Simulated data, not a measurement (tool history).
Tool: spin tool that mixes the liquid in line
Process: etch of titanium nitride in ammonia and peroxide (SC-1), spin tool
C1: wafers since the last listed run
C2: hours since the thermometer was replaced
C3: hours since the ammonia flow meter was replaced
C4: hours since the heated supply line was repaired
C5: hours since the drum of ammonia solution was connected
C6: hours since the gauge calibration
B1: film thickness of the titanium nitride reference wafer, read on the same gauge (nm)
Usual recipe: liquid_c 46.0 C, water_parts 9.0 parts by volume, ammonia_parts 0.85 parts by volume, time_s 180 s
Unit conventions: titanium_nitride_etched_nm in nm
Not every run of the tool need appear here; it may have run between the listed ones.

{"run": 1, "hour": 0.0, "liquid_c": 46.0, "water_parts": 9.0, "ammonia_parts": 0.85, "time_s": 180, "C1": 0, "C2": 2181.5, "C3": 168.6, "C4": 35.0, "C5": 345.8, "C6": 1377.4, "B1": 129.98, "titanium_nitride_etched_nm": 12.78}
{"run": 2, "hour": 76.6, "liquid_c": 46.0, "water_parts": 9.0, "ammonia_parts": 0.85, "time_s": 180, "C1": 653, "C2": 2258.1, "C3": 245.2, "C4": 111.6, "C5": 422.4, "C6": 1454.0, "B1": 129.99, "titanium_nitride_etched_nm": 12.71}
{"run": 3, "hour": 130.2, "liquid_c": 46.0, "water_parts": 9.0, "ammonia_parts": 0.85, "time_s": 180, "C1": 457, "C2": 2311.7, "C3": 298.8, "C4": 165.2, "C5": 476.0, "C6": 1507.6, "B1": 129.98, "titanium_nitride_etched_nm": 12.64}
{"hour": 372.1, "done": "thermometer replaced"}
{"run": 4, "hour": 399.1, "liquid_c": 46.0, "water_parts": 9.0, "ammonia_parts": 0.85, "time_s": 180, "C1": 2287, "C2": 27.0, "C3": 567.7, "C4": 434.1, "C5": 744.9, "C6": 1776.5, "B1": 129.94, "titanium_nitride_etched_nm": 13.11}
{"run": 5, "hour": 488.8, "liquid_c": 46.0, "water_parts": 9.0, "ammonia_parts": 0.85, "time_s": 180, "C1": 765, "C2": 116.7, "C3": 657.4, "C4": 523.8, "C5": 834.6, "C6": 1866.2, "B1": 130.03, "titanium_nitride_etched_nm": 13.03}
{"run": 6, "hour": 535.5, "liquid_c": 52.5, "water_parts": 12.5, "ammonia_parts": 0.45, "time_s": 180, "C1": 398, "C2": 163.4, "C3": 704.1, "C4": 570.5, "C5": 881.3, "C6": 1912.9, "B1": 130.01, "titanium_nitride_etched_nm": 15.63}
{"run": 7, "hour": 611.1, "liquid_c": 46.0, "water_parts": 9.0, "ammonia_parts": 0.55, "time_s": 180, "C1": 645, "C2": 239.0, "C3": 779.7, "C4": 646.1, "C5": 956.9, "C6": 1988.5, "B1": 130.0, "titanium_nitride_etched_nm": 12.13}
{"run": 8, "hour": 688.3, "liquid_c": 46.0, "water_parts": 9.0, "ammonia_parts": 1.1, "time_s": 245, "C1": 659, "C2": 316.2, "C3": 856.9, "C4": 723.3, "C5": 1034.1, "C6": 2065.7, "B1": 130.02, "titanium_nitride_etched_nm": 18.41}
{"hour": 714.6, "done": "new drum of ammonia solution connected"}
{"hour": 765.0, "done": "ammonia flow meter replaced"}
{"run": 9, "hour": 788.1, "liquid_c": 53.0, "water_parts": 5.0, "ammonia_parts": 0.85, "time_s": 180, "C1": 834, "C2": 416.0, "C3": 23.1, "C4": 823.1, "C5": 73.5, "C6": 2165.5, "B1": 129.96, "titanium_nitride_etched_nm": 27.92}
{"hour": 802.4, "done": "gauge calibrated"}
{"run": 10, "hour": 827.4, "liquid_c": 52.5, "water_parts": 12.5, "ammonia_parts": 0.45, "time_s": 180, "C1": 335, "C2": 455.3, "C3": 62.4, "C4": 862.4, "C5": 112.8, "C6": 25.0, "B1": 130.0, "titanium_nitride_etched_nm": 15.18}
{"run": 11, "hour": 866.9, "liquid_c": 46.0, "water_parts": 5.5, "ammonia_parts": 0.85, "time_s": 180, "C1": 337, "C2": 494.8, "C3": 101.9, "C4": 901.9, "C5": 152.3, "C6": 64.5, "B1": 130.02, "titanium_nitride_etched_nm": 16.01}
{"run": 12, "hour": 962.4, "liquid_c": 52.5, "water_parts": 12.5, "ammonia_parts": 0.45, "time_s": 180, "C1": 815, "C2": 590.3, "C3": 197.4, "C4": 997.4, "C5": 247.8, "C6": 160.0, "B1": 130.0, "titanium_nitride_etched_nm": 15.19}
{"run": 13, "hour": 1063.8, "liquid_c": 53.0, "water_parts": 9.0, "ammonia_parts": 0.85, "time_s": 220, "C1": 865, "C2": 691.7, "C3": 298.8, "C4": 1098.8, "C5": 349.2, "C6": 261.4, "B1": 130.02, "titanium_nitride_etched_nm": 25.19}
{"run": 14, "hour": 1104.7, "liquid_c": 53.0, "water_parts": 5.0, "ammonia_parts": 0.85, "time_s": 180, "C1": 349, "C2": 732.6, "C3": 339.7, "C4": 1139.7, "C5": 390.1, "C6": 302.3, "B1": 129.98, "titanium_nitride_etched_nm": 27.08}
{"run": 15, "hour": 1177.8, "liquid_c": 48.5, "water_parts": 9.0, "ammonia_parts": 0.85, "time_s": 180, "C1": 624, "C2": 805.7, "C3": 412.8, "C4": 1212.8, "C5": 463.2, "C6": 375.4, "B1": 130.01, "titanium_nitride_etched_nm": 15.03}
{"run": 16, "hour": 1237.2, "liquid_c": 46.0, "water_parts": 9.0, "ammonia_parts": 1.2, "time_s": 125, "C1": 507, "C2": 865.1, "C3": 472.2, "C4": 1272.2, "C5": 522.6, "C6": 434.8, "B1": 130.01, "titanium_nitride_etched_nm": 9.11}
{"run": 17, "hour": 1285.7, "liquid_c": 46.0, "water_parts": 9.0, "ammonia_parts": 0.85, "time_s": 180, "C1": 414, "C2": 913.6, "C3": 520.7, "C4": 1320.7, "C5": 571.1, "C6": 483.3, "B1": 130.03, "titanium_nitride_etched_nm": 12.48}
{"run": 18, "hour": 1328.7, "liquid_c": 55.0, "water_parts": 6.0, "ammonia_parts": 0.85, "time_s": 95, "C1": 367, "C2": 956.6, "C3": 563.7, "C4": 1363.7, "C5": 614.1, "C6": 526.3, "B1": 129.99, "titanium_nitride_etched_nm": 15.19}
{"run": 19, "hour": 1412.1, "liquid_c": 51.5, "water_parts": 5.5, "ammonia_parts": 0.85, "time_s": 180, "C1": 712, "C2": 1040.0, "C3": 647.1, "C4": 1447.1, "C5": 697.5, "C6": 609.7, "B1": 129.99, "titanium_nitride_etched_nm": 23.29}
{"run": 20, "hour": 1501.6, "liquid_c": 46.0, "water_parts": 9.0, "ammonia_parts": 0.85, "time_s": 180, "C1": 764, "C2": 1129.5, "C3": 736.6, "C4": 1536.6, "C5": 787.0, "C6": 699.2, "B1": 129.99, "titanium_nitride_etched_nm": 12.32}
{"hour": 1573.4, "done": "ammonia flow meter replaced"}
{"run": 21, "hour": 1590.5, "liquid_c": 40.5, "water_parts": 10.5, "ammonia_parts": 0.55, "time_s": 215, "C1": 750, "C2": 1218.4, "C3": 17.1, "C4": 1625.5, "C5": 875.9, "C6": 788.1, "B1": 130.02, "titanium_nitride_etched_nm": 8.54}
{"run": 22, "hour": 1657.4, "liquid_c": 46.0, "water_parts": 9.0, "ammonia_parts": 0.5, "time_s": 180, "C1": 571, "C2": 1285.3, "C3": 84.0, "C4": 1692.4, "C5": 942.8, "C6": 855.0, "B1": 129.97, "titanium_nitride_etched_nm": 11.24}
{"run": 23, "hour": 1739.7, "liquid_c": 46.0, "water_parts": 9.0, "ammonia_parts": 1.0, "time_s": 135, "C1": 702, "C2": 1367.6, "C3": 166.3, "C4": 1774.7, "C5": 1025.1, "C6": 937.3, "B1": 129.99, "titanium_nitride_etched_nm": 9.48}
{"hour": 1828.8, "done": "new drum of ammonia solution connected"}
{"run": 24, "hour": 1840.3, "liquid_c": 54.5, "water_parts": 11.0, "ammonia_parts": 0.85, "time_s": 180, "C1": 850, "C2": 1468.2, "C3": 266.9, "C4": 1875.3, "C5": 11.5, "C6": 1037.9, "B1": 129.99, "titanium_nitride_etched_nm": 20.04}

For each run, the measured value with the value that run would have given without the tool's hidden condition subtracted. The run-to-run variation is shared by both, the gauge scatter possibly not:
Hidden conditions of the tool in this case: liquid colder than its thermometer reads (K); ammonia flow above the setpoint (%); temperature lost on the way to the wafer (K); ammonia solution weaker than its label (%); gauge reads high (%).
run=1 titanium_nitride_etched_nm=-0.70
run=2 titanium_nitride_etched_nm=-0.73
run=3 titanium_nitride_etched_nm=-0.76
run=4 titanium_nitride_etched_nm=-0.37
run=5 titanium_nitride_etched_nm=-0.42
run=6 titanium_nitride_etched_nm=-0.52
run=7 titanium_nitride_etched_nm=-0.46
run=8 titanium_nitride_etched_nm=-0.77
run=9 titanium_nitride_etched_nm=-1.23
run=10 titanium_nitride_etched_nm=-0.71
run=11 titanium_nitride_etched_nm=-0.80
run=12 titanium_nitride_etched_nm=-0.79
run=13 titanium_nitride_etched_nm=-1.44
run=14 titanium_nitride_etched_nm=-1.59
run=15 titanium_nitride_etched_nm=-0.96
run=16 titanium_nitride_etched_nm=-0.62
run=17 titanium_nitride_etched_nm=-0.88
run=18 titanium_nitride_etched_nm=-1.03
run=19 titanium_nitride_etched_nm=-1.73
run=20 titanium_nitride_etched_nm=-0.99
run=21 titanium_nitride_etched_nm=-0.76
run=22 titanium_nitride_etched_nm=-0.99
run=23 titanium_nitride_etched_nm=-0.87
run=24 titanium_nitride_etched_nm=-1.85
